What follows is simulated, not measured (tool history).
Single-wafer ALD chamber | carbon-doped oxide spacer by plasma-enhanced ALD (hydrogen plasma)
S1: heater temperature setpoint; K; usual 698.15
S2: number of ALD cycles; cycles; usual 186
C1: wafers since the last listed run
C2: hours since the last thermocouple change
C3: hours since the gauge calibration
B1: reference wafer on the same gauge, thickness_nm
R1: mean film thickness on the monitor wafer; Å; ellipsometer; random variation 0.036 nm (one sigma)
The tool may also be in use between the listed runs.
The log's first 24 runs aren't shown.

run 25 hour=296.1 | S1=698.15 S2=186 | C1=38 C2=1414.2 C3=429.3 | B1=9.089 | R1=79.05
run 26 hour=332.9 | S1=698.15 S2=186 | C1=97 C2=1451 C3=466.1 | B1=9.075 | R1=78.52
run 27 hour=344.2 | S1=708.15 S2=167 | C1=30 C2=1462.3 C3=477.4 | B1=9.055 | R1=67.66
run 28 hour=355 | S1=712.15 S2=216 | C1=28 C2=1473.1 C3=488.2 | B1=9.075 | R1=86.98
-- hour=368.4 gauge calibrated
run 29 hour=372.1 | S1=698.15 S2=152 | C1=45 C2=1490.2 C3=3.7 | B1=9.063 | R1=64.17
run 30 hour=385 | S1=705.15 S2=152 | C1=34 C2=1503.1 C3=16.6 | B1=9.076 | R1=62.37
run 31 hour=395.8 | S1=702.15 S2=207 | C1=28 C2=1513.9 C3=27.4 | B1=9.076 | R1=86.66
run 32 hour=407 | S1=693.15 S2=186 | C1=29 C2=1525.1 C3=38.6 | B1=9.073 | R1=80.78
run 33 hour=450.4 | S1=698.15 S2=186 | C1=115 C2=1568.5 C3=82 | B1=9.085 | R1=78.73
run 34 hour=463.1 | S1=698.15 S2=164 | C1=33 C2=1581.2 C3=94.7 | B1=9.093 | R1=69.69
run 35 hour=473.7 | S1=698.15 S2=213 | C1=28 C2=1591.8 C3=105.3 | B1=9.064 | R1=90.44
-- hour=485.1 thermocouple changed; heater temperature recalibrated
run 36 hour=485.6 | S1=702.15 S2=207 | C1=10 C2=0.5 C3=117.2 | B1=9.085 | R1=86.92
run 37 hour=490.3 | S1=708.15 S2=204 | C1=12 C2=5.2 C3=121.9 | B1=9.076 | R1=83.26
run 38 hour=497.1 | S1=698.15 S2=153 | C1=18 C2=12 C3=128.7 | B1=9.064 | R1=65.22

Run 39 comes next. What will it give?
run 39 hour=507.8 | S1=698.15 S2=211 | C1=28 C2=22.7 C3=139.4 | B1=? | R1=?

{"run 39": {"B1": 9.085, "R1": 89.24}}
Without the tool's hidden state the same run would have given R1 89.24 Å.

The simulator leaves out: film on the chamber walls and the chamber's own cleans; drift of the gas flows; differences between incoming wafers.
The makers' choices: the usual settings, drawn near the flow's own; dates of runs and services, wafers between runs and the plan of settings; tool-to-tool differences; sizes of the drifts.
